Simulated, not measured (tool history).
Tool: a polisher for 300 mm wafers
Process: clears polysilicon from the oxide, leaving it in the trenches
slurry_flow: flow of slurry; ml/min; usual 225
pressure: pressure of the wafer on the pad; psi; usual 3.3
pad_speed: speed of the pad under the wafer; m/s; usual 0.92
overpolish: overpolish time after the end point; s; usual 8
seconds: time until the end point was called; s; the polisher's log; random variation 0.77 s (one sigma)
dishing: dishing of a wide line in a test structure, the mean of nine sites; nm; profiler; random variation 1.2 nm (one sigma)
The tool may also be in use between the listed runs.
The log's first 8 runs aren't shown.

run	hour	slurry_flow	pressure	pad_speed	overpolish	incoming thickness of the incoming film, nm	seconds	dishing
# hour 192.4: slurry nozzle cleaned
9	208.1	225	3.3	1.10	8	630.4	32.5	61.6
10	224.7	225	3.3	1.10	8	645.2	33.9	63.1
11	256.0	225	3.3	0.92	8	644.1	39.8	57.5
# hour 285.1: worn pad replaced by a new one
12	313.3	225	3.3	0.92	8	635.5	39.0	57.0
13	326.5	225	3.3	0.92	10	639.3	39.3	63.5
14	350.5	165	3.3	0.92	9	646.1	41.6	60.9
15	371.1	225	3.3	0.92	8	639.9	40.0	60.0
# hour 381.7: head pressure recalibrated
16	387.2	225	3.3	0.92	8	643.8	39.5	59.5
# hour 469.2: worn pad replaced by a new one
17	477.0	225	3.6	0.92	8	635.1	36.2	60.1
18	502.1	280	3.3	0.62	6	646.5	50.3	46.4
19	527.3	185	3.3	0.92	8	652.9	41.3	56.7
20	541.1	225	3.3	0.92	8	649.4	40.1	59.7
21	572.9	225	3.3	0.92	8	646.4	40.6	59.8
# hour 577.1: slurry nozzle cleaned
22	597.7	225	3.3	0.92	8	648.7	41.1	60.4
23	611.9	225	3.3	0.80	10	639.3	43.3	62.2
24	639.1	225	3.3	0.92	8	640.9	38.1	56.6
# hour 663.0: worn pad replaced by a new one
25	673.4	200	3.3	0.92	8	648.6	40.4	57.7
26	705.7	225	3.3	0.68	8	639.6	47.6	53.5
27	736.1	225	4.3	0.92	5	632.5	29.5	56.0

Forecast run 28:
28	750.0	225	3.6	0.92	4	634.5	?	?

seconds: 35.7 s
dishing: 43.0 nm
Without the tool's hidden state the same run would have given seconds 35.7 s, dishing 43.0 nm.

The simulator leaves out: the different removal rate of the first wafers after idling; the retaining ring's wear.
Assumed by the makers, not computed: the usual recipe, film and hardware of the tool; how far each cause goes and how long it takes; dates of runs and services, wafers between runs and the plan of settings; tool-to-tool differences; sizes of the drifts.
